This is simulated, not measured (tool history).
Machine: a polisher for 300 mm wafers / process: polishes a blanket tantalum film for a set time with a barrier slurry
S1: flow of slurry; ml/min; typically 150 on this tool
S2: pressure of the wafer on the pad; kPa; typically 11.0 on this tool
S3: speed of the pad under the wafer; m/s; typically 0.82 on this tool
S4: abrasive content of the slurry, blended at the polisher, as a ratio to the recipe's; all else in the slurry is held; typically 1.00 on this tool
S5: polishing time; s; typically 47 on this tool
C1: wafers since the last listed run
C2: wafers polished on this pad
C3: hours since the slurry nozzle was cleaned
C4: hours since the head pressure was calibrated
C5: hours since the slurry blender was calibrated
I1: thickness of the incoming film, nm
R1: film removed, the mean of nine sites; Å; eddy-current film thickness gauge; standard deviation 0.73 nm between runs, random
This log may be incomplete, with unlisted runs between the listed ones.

run     day   S1    S2    S3    S4  S5    C1    C2     C3     C4     C5     I1   R1
  1   0.000  150  11.0  0.82  1.00  47     0  1756  508.2  351.0   84.5  368.9  477
  2   1.158  150  11.0  0.82  1.00  47   366  2122  536.0  378.8  112.3  366.4  469
      2.888  -- slurry nozzle cleaned
      3.083  -- worn pad replaced by a new one
  3   5.379  150  11.0  0.82  1.25  47  1269   726   59.8  480.1  213.6  374.2  603
  4   6.583  150  11.0  0.82  1.25  47   380  1107   88.7  509.0  242.5  364.7  598
  5   7.850  150  11.0  0.82  1.25  47   400  1507  119.1  539.4  272.9  369.1  609
  6   9.267  150  11.0  0.82  1.00  47   448  1956  153.1  573.4  306.9  367.9  549
     10.262  -- head pressure recalibrated
  7  10.283  150  11.0  0.82  1.00  47   295  2251  177.5    0.5  331.3  365.5  558
  8  11.725  150  11.0  0.82  1.00  47   456  2707  212.1   35.1  365.9  373.7  544
     12.017  -- worn pad replaced by a new one
  9  12.296  150  11.0  0.82  1.00  47   127    88  225.8   48.8  379.6  369.0  533
 10  13.171  150  13.1  0.82  1.00  47   276   365  246.8   69.8  400.6  367.9  622
 11  14.400  150  13.1  0.82  1.00  47   388   753  276.3   99.3  430.1  362.9  630
 12  15.688  135   8.3  0.82  1.00  47   407  1161  307.2  130.2  461.0  371.2  400
     15.971  -- slurry blender recalibrated
 13  16.700  180  13.8  0.82  1.00  55   293  1455  331.5  154.5   17.5  368.4  783
 14  18.004  175   7.6  0.94  1.00  47   412  1867  362.8  185.8   48.8  364.9  462

Estimate the outcome of run 15 from the log above:
 15  19.212  150  9.7  0.64  1.20  31  382  2250  391.8  214.8  77.8  368.0   ?

{"run 15": {"R1": 255}}
With the hidden condition absent and the run-to-run variation left alone, this run would have shown R1 278 Å.
